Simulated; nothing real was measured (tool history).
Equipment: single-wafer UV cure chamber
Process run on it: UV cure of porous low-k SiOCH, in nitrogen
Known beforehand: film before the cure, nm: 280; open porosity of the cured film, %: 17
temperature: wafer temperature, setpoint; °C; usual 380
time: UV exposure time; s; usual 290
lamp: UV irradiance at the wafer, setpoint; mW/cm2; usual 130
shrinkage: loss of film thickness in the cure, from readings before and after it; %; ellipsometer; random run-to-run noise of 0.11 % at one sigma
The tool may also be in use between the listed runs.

run,hour,temperature,time,lamp,shrinkage
1,0,380,290,130,14.417
2,16,380,290,130,14.246
3,22.7,380,290,130,14.335
4,29.7,380,290,130,14.368
5,41.8,380,290,130,14.281
# hour 53.2: quartz window cleaned
6,53.7,392,290,114,13.866
7,55.7,388,290,130,14.576
8,68.7,380,225,130,13.176
9,78.7,380,290,130,14.491
# hour 99.7: UV bulbs replaced
10,100.2,380,290,130,14.254
11,110,388,130,130,10.615
12,118.9,365,395,154,16.284

For run 13, what comes out?
13,129.3,380,170,104,?

Run 13 came out at shrinkage 10.52 %.
If the tool had no hidden condition, the same run with the same run-to-run variation would have returned shrinkage 10.52 %.
